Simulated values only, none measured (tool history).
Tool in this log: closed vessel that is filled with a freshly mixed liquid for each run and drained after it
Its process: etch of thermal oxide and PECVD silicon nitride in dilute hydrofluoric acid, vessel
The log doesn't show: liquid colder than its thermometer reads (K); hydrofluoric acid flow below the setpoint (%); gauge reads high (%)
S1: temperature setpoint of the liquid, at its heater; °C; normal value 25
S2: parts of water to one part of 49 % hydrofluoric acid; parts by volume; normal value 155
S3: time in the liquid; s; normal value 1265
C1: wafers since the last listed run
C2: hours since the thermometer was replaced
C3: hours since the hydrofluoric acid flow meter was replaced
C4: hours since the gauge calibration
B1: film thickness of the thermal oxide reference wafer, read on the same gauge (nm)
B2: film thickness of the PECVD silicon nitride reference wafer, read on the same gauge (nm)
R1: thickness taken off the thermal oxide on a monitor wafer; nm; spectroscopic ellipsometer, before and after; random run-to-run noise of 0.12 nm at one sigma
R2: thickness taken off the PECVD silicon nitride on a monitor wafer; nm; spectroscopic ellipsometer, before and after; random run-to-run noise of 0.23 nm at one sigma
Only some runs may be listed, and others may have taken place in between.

{"run": 1, "hour": 0.0, "S1": 25, "S2": 155, "S3": 1265, "C1": 0, "C2": 2092.9, "C3": 1390, "C4": 94.2, "B1": 120.01, "B2": 140, "R1": 35.2, "R2": 34.88}
{"run": 2, "hour": 27.2, "S1": 25, "S2": 155, "S3": 1265, "C1": 1784, "C2": 2120.1, "C3": 1417.2, "C4": 121.4, "B1": 119.99, "B2": 140, "R1": 35.12, "R2": 35.12}
{"run": 3, "hour": 42.0, "S1": 25, "S2": 155, "S3": 1265, "C1": 971, "C2": 2134.9, "C3": 1432, "C4": 136.2, "B1": 119.98, "B2": 139.99, "R1": 34.98, "R2": 35.02}
{"run": 4, "hour": 61.1, "S1": 25, "S2": 155, "S3": 1425, "C1": 1253, "C2": 2154, "C3": 1451.1, "C4": 155.3, "B1": 120, "B2": 139.98, "R1": 39.5, "R2": 39.78}
{"run": 5, "hour": 87.8, "S1": 25, "S2": 155, "S3": 1425, "C1": 1751, "C2": 2180.7, "C3": 1477.8, "C4": 182, "B1": 120, "B2": 139.99, "R1": 39.7, "R2": 39.44}
{"run": 6, "hour": 122.6, "S1": 25, "S2": 155, "S3": 1425, "C1": 2283, "C2": 2215.5, "C3": 1512.6, "C4": 216.8, "B1": 120, "B2": 139.99, "R1": 39.55, "R2": 39.93}
{"run": 7, "hour": 147.4, "S1": 25, "S2": 155, "S3": 1265, "C1": 1627, "C2": 2240.3, "C3": 1537.4, "C4": 241.6, "B1": 120, "B2": 140, "R1": 34.9, "R2": 35.31}
{"hour": 188.2, "done": "thermometer replaced"}
{"hour": 188.2, "done": "hydrofluoric acid flow meter replaced"}
{"run": 8, "hour": 247.5, "S1": 25, "S2": 155, "S3": 1265, "C1": 6501, "C2": 59.3, "C3": 59.3, "C4": 341.7, "B1": 119.99, "B2": 139.99, "R1": 35.08, "R2": 35.54}
{"hour": 256.5, "done": "gauge calibrated"}
{"run": 9, "hour": 273.6, "S1": 20, "S2": 155, "S3": 1265, "C1": 1712, "C2": 85.4, "C3": 85.4, "C4": 17.1, "B1": 120.01, "B2": 140, "R1": 29.05, "R2": 25.02}
{"run": 10, "hour": 292.7, "S1": 21.5, "S2": 155, "S3": 595, "C1": 1253, "C2": 104.5, "C3": 104.5, "C4": 36.2, "B1": 119.99, "B2": 139.99, "R1": 14.41, "R2": 13.13}
{"run": 11, "hour": 312.3, "S1": 25, "S2": 115, "S3": 630, "C1": 1285, "C2": 124.1, "C3": 124.1, "C4": 55.8, "B1": 119.99, "B2": 140, "R1": 24.55, "R2": 23.44}
{"run": 12, "hour": 337.0, "S1": 21.5, "S2": 155, "S3": 595, "C1": 1620, "C2": 148.8, "C3": 148.8, "C4": 80.5, "B1": 120.01, "B2": 139.99, "R1": 14.47, "R2": 13.27}
{"run": 13, "hour": 370.3, "S1": 25, "S2": 110, "S3": 1265, "C1": 2184, "C2": 182.1, "C3": 182.1, "C4": 113.8, "B1": 120, "B2": 139.99, "R1": 52.28, "R2": 49.63}
{"run": 14, "hour": 397.2, "S1": 23, "S2": 125, "S3": 1265, "C1": 1764, "C2": 209, "C3": 209, "C4": 140.7, "B1": 120.02, "B2": 139.98, "R1": 41.77, "R2": 38.52}
{"run": 15, "hour": 429.3, "S1": 21.5, "S2": 155, "S3": 1890, "C1": 2106, "C2": 241.1, "C3": 241.1, "C4": 172.8, "B1": 119.99, "B2": 140, "R1": 45.78, "R2": 42.12}
{"run": 16, "hour": 449.8, "S1": 25, "S2": 155, "S3": 1265, "C1": 1344, "C2": 261.6, "C3": 261.6, "C4": 193.3, "B1": 120, "B2": 140, "R1": 34.96, "R2": 35.35}
{"run": 17, "hour": 468.7, "S1": 29, "S2": 225, "S3": 1945, "C1": 1240, "C2": 280.5, "C3": 280.5, "C4": 212.2, "B1": 120, "B2": 140.02, "R1": 39.49, "R2": 47.73}

Consider 3 possible next runs. They are alternatives, not a sequence: every one starts from the tool as it was left by run 17. What does each give?
{"run": "A", "hour": 469.7, "S1": 25, "S2": 105, "S3": 1265, "C1": 65, "C2": 281.5, "C3": 281.5, "C4": 213.2, "B1": "?", "B2": "?", "R1": "?", "R2": "?"}
{"run": "B", "hour": 469.7, "S1": 21.5, "S2": 85, "S3": 1265, "C1": 65, "C2": 281.5, "C3": 281.5, "C4": 213.2, "B1": "?", "B2": "?", "R1": "?", "R2": "?"}
{"run": "C", "hour": 469.7, "S1": 21, "S2": 100, "S3": 1835, "C1": 65, "C2": 281.5, "C3": 281.5, "C4": 213.2, "B1": "?", "B2": "?", "R1": "?", "R2": "?"}

run=A B1=120.01 B2=140 R1=55.1 R2=51.48
run=B B1=120.01 B2=140 R1=60.62 R2=50.23
run=C B1=120.01 B2=140 R1=71.97 R2=60.08
With the hidden condition removed and each run's random variation left untouched, the same runs would have given:
run=A R1=55.1 R2=51.48
run=B R1=60.62 R2=50.23
run=C R1=71.97 R2=60.08
